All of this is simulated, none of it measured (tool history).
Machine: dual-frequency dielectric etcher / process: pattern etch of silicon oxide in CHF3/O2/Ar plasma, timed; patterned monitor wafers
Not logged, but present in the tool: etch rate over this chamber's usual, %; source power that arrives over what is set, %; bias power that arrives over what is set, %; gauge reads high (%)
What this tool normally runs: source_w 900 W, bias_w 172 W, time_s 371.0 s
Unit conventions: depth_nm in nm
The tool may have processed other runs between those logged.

run,hour,source_w,bias_w,time_s,wafers since the last listed run,hours since the last wet clean,hours since the last source power generator calibration,hours since the last bias power generator calibration,hours since the last upper electrode change,hours since the gauge calibration,"read-back reference wafer on the same gauge, depth_nm",depth_nm
1,0.0,900,172,371.0,0,313.6,2788.0,2707.1,3972.2,698.1,819.8,791.9
2,63.5,900,172,371.0,374,377.1,2851.5,2770.6,4035.7,761.6,819.8,804.1
3,107.8,900,172,371.0,261,421.4,2895.8,2814.9,4080.0,805.9,820.6,798.4
4,165.8,1050,162,371.0,342,479.4,2953.8,2872.9,4138.0,863.9,820.0,810.2
5,266.7,900,172,371.0,595,580.3,3054.7,2973.8,4238.9,964.8,818.7,803.4
# hour 303.3: wet clean of the chamber
6,366.2,900,172,371.0,445,62.9,3154.2,3073.3,4338.4,1064.3,820.5,829.7
7,472.1,1050,172,371.0,624,168.8,3260.1,3179.2,4444.3,1170.2,820.4,851.8
8,558.2,1050,172,371.0,507,254.9,3346.2,3265.3,4530.4,1256.3,820.0,856.4
# hour 663.4: wet clean of the chamber, repeated, since the last time left the tool worse
9,663.9,900,172,371.0,481,0.5,3451.9,3371.0,4636.1,1362.0,819.7,782.4
10,688.2,900,172,371.0,143,24.8,3476.2,3395.3,4660.4,1386.3,820.3,786.7
11,771.3,900,172,371.0,490,107.9,3559.3,3478.4,4743.5,1469.4,820.0,781.0
12,814.6,900,172,371.0,255,151.2,3602.6,3521.7,4786.8,1512.7,820.5,792.2
# hour 937.1: upper electrode replaced
13,937.6,750,172,275.0,583,274.2,3725.6,3644.7,0.5,1635.7,819.8,568.4
14,999.2,1080,130,308.5,363,335.8,3787.2,3706.3,62.1,1697.3,819.7,631.5
15,1043.0,900,172,311.5,258,379.6,3831.0,3750.1,105.9,1741.1,819.8,666.1
# hour 1085.0: bias power generator calibrated
# hour 1121.3: source power generator calibrated
# hour 1125.8: gauge calibrated
# hour 1141.2: wet clean of the chamber
16,1142.4,960,202,333.5,421,1.2,21.1,57.4,205.3,16.6,820.3,753.6
17,1185.7,900,172,371.0,255,44.5,64.4,100.7,248.6,59.9,819.6,775.6
18,1298.7,1000,172,371.0,666,157.5,177.4,213.7,361.6,172.9,819.1,803.1
19,1387.3,1000,142,319.0,522,246.1,266.0,302.3,450.2,261.5,818.9,652.1
20,1462.7,810,213,407.0,444,321.5,341.4,377.7,525.6,336.9,820.2,910.1
21,1555.0,900,172,371.0,544,413.8,433.7,470.0,617.9,429.2,819.6,800.3
22,1642.6,980,172,371.0,516,501.4,521.3,557.6,705.5,516.8,819.7,807.8

Selected run-to-run steps in depth_nm, each split into two signed amounts: the part the tool would show with no hidden state at all (from settings, incoming material and random variation), and the remainder, which goes to the hidden state together with any gauge scatter not common to the measured and the hidden-state-free results:
Run 5 -> 6: wet clean of the chamber. depth_nm +26.3 nm: hidden state +21.3, all else +5.0.
Run 8 -> 9: source_w 1050 -> 900, wet clean of the chamber, repeated, since the last time left the tool worse. depth_nm -74.0 nm: hidden state -52.0, all else -22.0.
Run 12 -> 13: source_w 900 -> 750, time_s 371.0 -> 275.0, upper electrode replaced. depth_nm -223.8 nm: hidden state +1.7, all else -225.5.
Run 19 -> 20: source_w 1000 -> 810, bias_w 142 -> 213, time_s 319.0 -> 407.0. depth_nm +258.0 nm: hidden state +5.5, all else +252.5.
